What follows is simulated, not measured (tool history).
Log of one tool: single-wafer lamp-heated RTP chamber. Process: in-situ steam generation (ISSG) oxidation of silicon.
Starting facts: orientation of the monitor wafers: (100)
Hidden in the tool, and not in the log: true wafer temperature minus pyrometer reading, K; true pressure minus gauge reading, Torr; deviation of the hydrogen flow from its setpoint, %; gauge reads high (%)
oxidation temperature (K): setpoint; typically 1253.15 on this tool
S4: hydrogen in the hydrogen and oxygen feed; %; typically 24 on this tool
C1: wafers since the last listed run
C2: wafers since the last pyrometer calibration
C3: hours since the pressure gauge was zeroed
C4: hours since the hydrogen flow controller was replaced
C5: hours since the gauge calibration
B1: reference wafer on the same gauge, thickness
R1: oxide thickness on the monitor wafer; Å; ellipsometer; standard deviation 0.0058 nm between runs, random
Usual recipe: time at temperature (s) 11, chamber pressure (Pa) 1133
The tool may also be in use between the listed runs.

{"run": 1, "hour": 0.0, "oxidation temperature (K)": 1253.15, "time at temperature (s)": 11, "chamber pressure (Pa)": 1133, "S4": 24, "C1": 0, "C2": 3935, "C3": 3932.9, "C4": 3853.3, "C5": 132.4, "B1": 3.679, "R1": 38.57}
{"run": 2, "hour": 86.7, "oxidation temperature (K)": 1253.15, "time at temperature (s)": 11, "chamber pressure (Pa)": 1133, "S4": 24, "C1": 1327, "C2": 5263, "C3": 4019.6, "C4": 3940, "C5": 219.1, "B1": 3.68, "R1": 38.52}
{"run": 3, "hour": 120.8, "oxidation temperature (K)": 1253.15, "time at temperature (s)": 9, "chamber pressure (Pa)": 1133, "S4": 24, "C1": 522, "C2": 5785, "C3": 4053.7, "C4": 3974.1, "C5": 253.2, "B1": 3.679, "R1": 35.69}
{"run": 4, "hour": 147.7, "oxidation temperature (K)": 1253.15, "time at temperature (s)": 9, "chamber pressure (Pa)": 1133, "S4": 24, "C1": 411, "C2": 6196, "C3": 4080.6, "C4": 4001, "C5": 280.1, "B1": 3.68, "R1": 35.58}
{"run": 5, "hour": 163.9, "oxidation temperature (K)": 1253.15, "time at temperature (s)": 11, "chamber pressure (Pa)": 1133, "S4": 24, "C1": 247, "C2": 6444, "C3": 4096.8, "C4": 4017.2, "C5": 296.3, "B1": 3.68, "R1": 38.59}
{"run": 6, "hour": 176.0, "oxidation temperature (K)": 1253.15, "time at temperature (s)": 11, "chamber pressure (Pa)": 1133, "S4": 19, "C1": 185, "C2": 6630, "C3": 4108.9, "C4": 4029.3, "C5": 308.4, "B1": 3.681, "R1": 36.48}
{"hour": 196.6, "done": "hydrogen flow controller replaced"}
{"hour": 197.7, "done": "pyrometer window cleaned and pyrometer calibrated"}
{"run": 7, "hour": 206.1, "oxidation temperature (K)": 1253.15, "time at temperature (s)": 11, "chamber pressure (Pa)": 1133, "S4": 19, "C1": 321, "C2": 128, "C3": 4139, "C4": 9.5, "C5": 338.5, "B1": 3.68, "R1": 36.27}
{"run": 8, "hour": 226.8, "oxidation temperature (K)": 1253.15, "time at temperature (s)": 11, "chamber pressure (Pa)": 1133, "S4": 19, "C1": 316, "C2": 445, "C3": 4159.7, "C4": 30.2, "C5": 359.2, "B1": 3.679, "R1": 36.22}
{"run": 9, "hour": 252.1, "oxidation temperature (K)": 1253.15, "time at temperature (s)": 11, "chamber pressure (Pa)": 1133, "S4": 24, "C1": 387, "C2": 832, "C3": 4185, "C4": 55.5, "C5": 384.5, "B1": 3.681, "R1": 38.43}
{"run": 10, "hour": 264.9, "oxidation temperature (K)": 1253.15, "time at temperature (s)": 11, "chamber pressure (Pa)": 1133, "S4": 24, "C1": 195, "C2": 1028, "C3": 4197.8, "C4": 68.3, "C5": 397.3, "B1": 3.68, "R1": 38.38}
{"run": 11, "hour": 296.8, "oxidation temperature (K)": 1253.15, "time at temperature (s)": 11, "chamber pressure (Pa)": 1133, "S4": 24, "C1": 488, "C2": 1516, "C3": 4229.7, "C4": 100.2, "C5": 429.2, "B1": 3.68, "R1": 38.45}
{"hour": 304.9, "done": "gauge calibrated"}
{"run": 12, "hour": 319.7, "oxidation temperature (K)": 1239.15, "time at temperature (s)": 11, "chamber pressure (Pa)": 1133, "S4": 22, "C1": 350, "C2": 1867, "C3": 4252.6, "C4": 123.1, "C5": 14.8, "B1": 3.681, "R1": 36.18}
{"run": 13, "hour": 354.9, "oxidation temperature (K)": 1253.15, "time at temperature (s)": 13, "chamber pressure (Pa)": 1133, "S4": 24, "C1": 538, "C2": 2406, "C3": 4287.8, "C4": 158.3, "C5": 50, "B1": 3.68, "R1": 41.06}
{"run": 14, "hour": 373.0, "oxidation temperature (K)": 1262.15, "time at temperature (s)": 11, "chamber pressure (Pa)": 947, "S4": 16, "C1": 277, "C2": 2683, "C3": 4305.9, "C4": 176.4, "C5": 68.1, "B1": 3.68, "R1": 35.62}
{"run": 15, "hour": 392.0, "oxidation temperature (K)": 1253.15, "time at temperature (s)": 11, "chamber pressure (Pa)": 1133, "S4": 24, "C1": 290, "C2": 2974, "C3": 4324.9, "C4": 195.4, "C5": 87.1, "B1": 3.68, "R1": 38.47}
{"run": 16, "hour": 404.3, "oxidation temperature (K)": 1253.15, "time at temperature (s)": 11, "chamber pressure (Pa)": 1133, "S4": 28, "C1": 188, "C2": 3162, "C3": 4337.2, "C4": 207.7, "C5": 99.4, "B1": 3.679, "R1": 40.14}
{"run": 17, "hour": 423.7, "oxidation temperature (K)": 1238.15, "time at temperature (s)": 11, "chamber pressure (Pa)": 1133, "S4": 29, "C1": 296, "C2": 3459, "C3": 4356.6, "C4": 227.1, "C5": 118.8, "B1": 3.68, "R1": 38.8}
{"run": 18, "hour": 442.6, "oxidation temperature (K)": 1247.15, "time at temperature (s)": 9, "chamber pressure (Pa)": 1133, "S4": 24, "C1": 289, "C2": 3748, "C3": 4375.5, "C4": 246, "C5": 137.7, "B1": 3.681, "R1": 35.09}
{"hour": 462.5, "done": "pressure gauge zeroed"}
{"run": 19, "hour": 473.0, "oxidation temperature (K)": 1237.15, "time at temperature (s)": 13, "chamber pressure (Pa)": 947, "S4": 14, "C1": 342, "C2": 4091, "C3": 10.5, "C4": 276.4, "C5": 168.1, "B1": 3.679, "R1": 34.39}
{"run": 20, "hour": 507.1, "oxidation temperature (K)": 1253.15, "time at temperature (s)": 11, "chamber pressure (Pa)": 1267, "S4": 24, "C1": 522, "C2": 4613, "C3": 44.6, "C4": 310.5, "C5": 202.2, "B1": 3.679, "R1": 38.1}
{"run": 21, "hour": 525.9, "oxidation temperature (K)": 1244.15, "time at temperature (s)": 8, "chamber pressure (Pa)": 1027, "S4": 29, "C1": 287, "C2": 4901, "C3": 63.4, "C4": 329.3, "C5": 221, "B1": 3.681, "R1": 35.43}
{"run": 22, "hour": 558.5, "oxidation temperature (K)": 1253.15, "time at temperature (s)": 14, "chamber pressure (Pa)": 1253, "S4": 19, "C1": 499, "C2": 5400, "C3": 96, "C4": 361.9, "C5": 253.6, "B1": 3.68, "R1": 39.91}
{"hour": 598.2, "done": "pyrometer window cleaned and pyrometer calibrated"}
{"run": 23, "hour": 598.7, "oxidation temperature (K)": 1253.15, "time at temperature (s)": 11, "chamber pressure (Pa)": 1053, "S4": 16, "C1": 492, "C2": 7, "C3": 136.2, "C4": 402.1, "C5": 293.8, "B1": 3.68, "R1": 34.69}
{"run": 24, "hour": 610.7, "oxidation temperature (K)": 1253.15, "time at temperature (s)": 11, "chamber pressure (Pa)": 1133, "S4": 28, "C1": 183, "C2": 190, "C3": 148.2, "C4": 414.1, "C5": 305.8, "B1": 3.68, "R1": 39.95}

Branching from run 24: 4 alternative next runs. What would each branch give?
{"run": "A", "hour": 611.1, "oxidation temperature (K)": 1239.15, "time at temperature (s)": 11, "chamber pressure (Pa)": 1133, "S4": 24, "C1": 6, "C2": 196, "C3": 148.6, "C4": 414.5, "C5": 306.2, "B1": "?", "R1": "?"}
{"run": "B", "hour": 611.1, "oxidation temperature (K)": 1233.15, "time at temperature (s)": 11, "chamber pressure (Pa)": 1133, "S4": 24, "C1": 6, "C2": 196, "C3": 148.6, "C4": 414.5, "C5": 306.2, "B1": "?", "R1": "?"}
{"run": "C", "hour": 611.1, "oxidation temperature (K)": 1253.15, "time at temperature (s)": 8, "chamber pressure (Pa)": 1133, "S4": 28, "C1": 6, "C2": 196, "C3": 148.6, "C4": 414.5, "C5": 306.2, "B1": "?", "R1": "?"}
{"run": "D", "hour": 611.1, "oxidation temperature (K)": 1262.15, "time at temperature (s)": 8, "chamber pressure (Pa)": 1280, "S4": 32, "C1": 6, "C2": 196, "C3": 148.6, "C4": 414.5, "C5": 306.2, "B1": "?", "R1": "?"}

run=A B1=3.68 R1=36.82
run=B B1=3.68 R1=36.26
run=C B1=3.68 R1=35.29
run=D B1=3.68 R1=36.67
Stripped of hidden state, with their random variation kept, the same runs would have yielded:
run=A R1=36.8
run=B R1=36.24
run=C R1=35.28
run=D R1=36.66

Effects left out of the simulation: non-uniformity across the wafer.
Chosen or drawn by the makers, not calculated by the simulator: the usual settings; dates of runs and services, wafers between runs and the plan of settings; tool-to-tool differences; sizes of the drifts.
